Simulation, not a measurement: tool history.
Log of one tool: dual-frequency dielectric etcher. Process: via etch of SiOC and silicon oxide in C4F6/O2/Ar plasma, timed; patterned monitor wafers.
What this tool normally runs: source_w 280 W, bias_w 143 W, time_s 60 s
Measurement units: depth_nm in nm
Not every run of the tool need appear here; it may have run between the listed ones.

run	hour	source_w	bias_w	time_s	read-back reference wafer on the same gauge, depth_nm	depth_nm
1	0	280	143	60	50.4	52.7
# hour 53.5: wet clean of the chamber
2	54	280	143	60	50.4	51.5
3	67.9	280	143	60	50.4	51.6
4	111.2	280	143	60	50.4	51.5
5	142.2	280	165	60	50.4	55
6	185.2	280	165	60	50.3	55.3
7	245.4	280	165	60	50.3	55
8	314.1	240	143	60	50.3	49.4
9	359.6	240	143	60	50.4	49.6
# hour 368.5: bias power generator calibrated
# hour 386.7: gauge calibrated
10	391.3	240	143	60	50.4	49.3
11	451.2	280	143	69	50.4	60.1
12	494.9	280	143	69	50.4	60.7
# hour 507: source power generator calibrated
# hour 540.1: upper electrode replaced
13	540.6	280	143	69	50.4	60.6
# hour 608.2: wet clean of the chamber
14	608.7	280	143	60	50.4	51
15	617.3	310	143	44	50.4	38.7
16	659	250	174	60	50.4	53.6
17	726.9	340	158	60	50.5	57.5
18	774.4	210	115	77	50.4	54
19	803.5	280	143	60	50.4	51.4
20	838.1	220	143	54	50.4	42.7
21	896.4	210	120	65	50.4	46.7
22	929.1	330	143	60	50.4	55.3
23	1000.8	320	161	60	50.4	57.7
24	1029.7	240	143	60	50.4	49.5
# hour 1117.9: wet clean of the chamber
25	1118.4	220	143	60	50.4	47.4
26	1134.5	230	176	44.5	50.4	39

Measured result minus the same run's result without the hidden state. Both carry the same run-to-run variation, though not necessarily the same gauge scatter:
Hidden state present: etch rate over this chamber's usual, %; source power that arrives over what is set, %; bias power that arrives over what is set, %; gauge reads high (%).
run	depth_nm
1	+1.1
2	+0.2
3	+0.2
4	+0.3
5	+0.4
6	+0.5
7	+0.7
8	+0.8
9	+0.9
10	+0.9
11	+1.4
12	+1.5
13	+1.6
14	-0.2
15	-0.2
16	-0.1
17	+0.2
18	+0.3
19	+0.3
20	+0.4
21	+0.5
22	+0.7
23	+0.9
24	+0.8
25	+0.2
26	+0.1

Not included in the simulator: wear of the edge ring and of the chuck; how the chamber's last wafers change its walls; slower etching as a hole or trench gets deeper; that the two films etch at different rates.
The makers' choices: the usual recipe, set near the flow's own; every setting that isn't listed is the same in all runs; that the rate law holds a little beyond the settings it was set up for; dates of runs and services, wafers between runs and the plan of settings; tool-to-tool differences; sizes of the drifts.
